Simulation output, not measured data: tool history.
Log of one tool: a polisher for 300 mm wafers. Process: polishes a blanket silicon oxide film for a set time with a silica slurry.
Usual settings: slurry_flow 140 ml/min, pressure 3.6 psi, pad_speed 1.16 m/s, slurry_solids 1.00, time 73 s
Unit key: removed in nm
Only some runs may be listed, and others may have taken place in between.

run,hour,slurry_flow,pressure,pad_speed,slurry_solids,time,wafers since the last listed run,wafers polished on this pad,hours since the slurry nozzle was cleaned,hours since the head pressure was calibrated,hours since the slurry blender was calibrated,hours since the conditioning disc was replaced,"incoming thickness of the incoming film, nm",removed
1,0.0,140,3.6,1.16,1.00,73,0,728,596.4,11.9,154.9,129.5,1679.5,180.8
2,15.4,140,3.6,1.16,1.00,73,173,902,611.8,27.3,170.3,144.9,1689.6,178.1
3,36.5,140,3.6,1.16,1.00,73,238,1140,632.9,48.4,191.4,166.0,1682.2,178.5
4,58.3,140,3.6,1.16,1.00,73,245,1386,654.7,70.2,213.2,187.8,1667.2,180.9
5,83.0,140,3.6,1.16,1.00,73,278,1665,679.4,94.9,237.9,212.5,1676.0,181.9
# hour 98.6: slurry blender recalibrated
6,99.5,140,3.6,1.16,0.90,73,163,1828,695.9,111.4,0.9,229.0,1642.3,166.7
7,123.8,90,3.6,1.16,0.75,81,274,2102,720.2,135.7,25.2,253.3,1691.9,137.4
# hour 133.1: worn pad replaced by a new one
8,147.9,140,3.2,1.16,1.00,73,226,167,744.3,159.8,49.3,277.4,1684.1,157.7
9,165.2,155,2.8,0.92,1.20,73,195,362,761.6,177.1,66.6,294.7,1708.9,129.1
10,188.1,140,3.6,1.16,1.00,73,258,621,784.5,200.0,89.5,317.6,1646.7,175.1
# hour 203.3: conditioning disc replaced and pad reconditioned
# hour 212.8: slurry nozzle cleaned
11,222.8,120,2.9,1.16,1.25,58,357,978,10.0,234.7,124.2,19.5,1681.7,134.3
12,258.6,140,3.6,1.16,1.25,73,403,1382,45.8,270.5,160.0,55.3,1663.4,220.0
# hour 294.6: slurry blender recalibrated
13,338.5,140,3.0,1.16,1.00,48,878,2261,125.7,350.4,43.9,135.2,1651.1,105.7
# hour 356.0: worn pad replaced by a new one
14,356.5,140,3.6,1.16,1.00,73,157,5,143.7,368.4,61.9,153.2,1666.3,190.7
15,375.4,165,3.6,1.40,1.00,73,213,218,162.6,387.3,80.8,172.1,1679.5,228.3
16,387.5,140,4.0,1.16,1.00,73,136,354,174.7,399.4,92.9,184.2,1657.4,213.7
17,412.5,140,2.8,1.16,0.85,73,282,637,199.7,424.4,117.9,209.2,1662.6,132.8
18,430.3,140,3.6,1.16,1.00,73,200,837,217.5,442.2,135.7,227.0,1662.4,191.2
19,460.6,140,3.6,1.16,1.00,73,341,1179,247.8,472.5,166.0,257.3,1693.2,188.2
20,491.9,140,2.9,0.96,1.00,58,353,1532,279.1,503.8,197.3,288.6,1688.0,103.5
# hour 506.6: slurry blender recalibrated
21,525.2,140,3.0,1.16,1.00,48,353,1886,312.4,537.1,18.6,321.9,1672.7,103.5
22,546.4,105,3.6,1.38,1.00,73,239,2125,333.6,558.3,39.8,343.1,1699.3,199.4
# hour 550.2: conditioning disc replaced and pad reconditioned
23,578.6,140,3.6,1.16,1.10,73,340,2466,365.8,590.5,72.0,28.4,1696.3,198.4
# hour 593.3: worn pad replaced by a new one
24,603.8,140,3.6,1.16,1.00,73,239,118,391.0,615.7,97.2,53.6,1666.6,185.2
25,635.3,140,3.6,1.16,1.00,73,355,473,422.5,647.2,128.7,85.1,1706.8,186.4

5 options for the next run, each taken on its own from the tool as it stands now. Forecast them:
A,635.7,140,3.6,1.16,1.00,73,4,478,422.9,647.6,129.1,85.5,1713.5,?
B,635.7,165,4.0,1.16,1.20,73,4,478,422.9,647.6,129.1,85.5,1713.5,?
C,635.7,155,4.4,1.16,1.25,95,4,478,422.9,647.6,129.1,85.5,1713.5,?
D,635.7,170,2.6,1.16,1.25,85,4,478,422.9,647.6,129.1,85.5,1713.5,?
E,635.7,140,3.6,1.16,1.00,94,4,478,422.9,647.6,129.1,85.5,1713.5,?

run,removed
A,187.9
B,239.7
C,346.0
D,186.2
E,241.9
Without the tool's hidden state the same runs would have given:
run,removed
A,196.1
B,248.7
C,359.7
D,193.0
E,252.5

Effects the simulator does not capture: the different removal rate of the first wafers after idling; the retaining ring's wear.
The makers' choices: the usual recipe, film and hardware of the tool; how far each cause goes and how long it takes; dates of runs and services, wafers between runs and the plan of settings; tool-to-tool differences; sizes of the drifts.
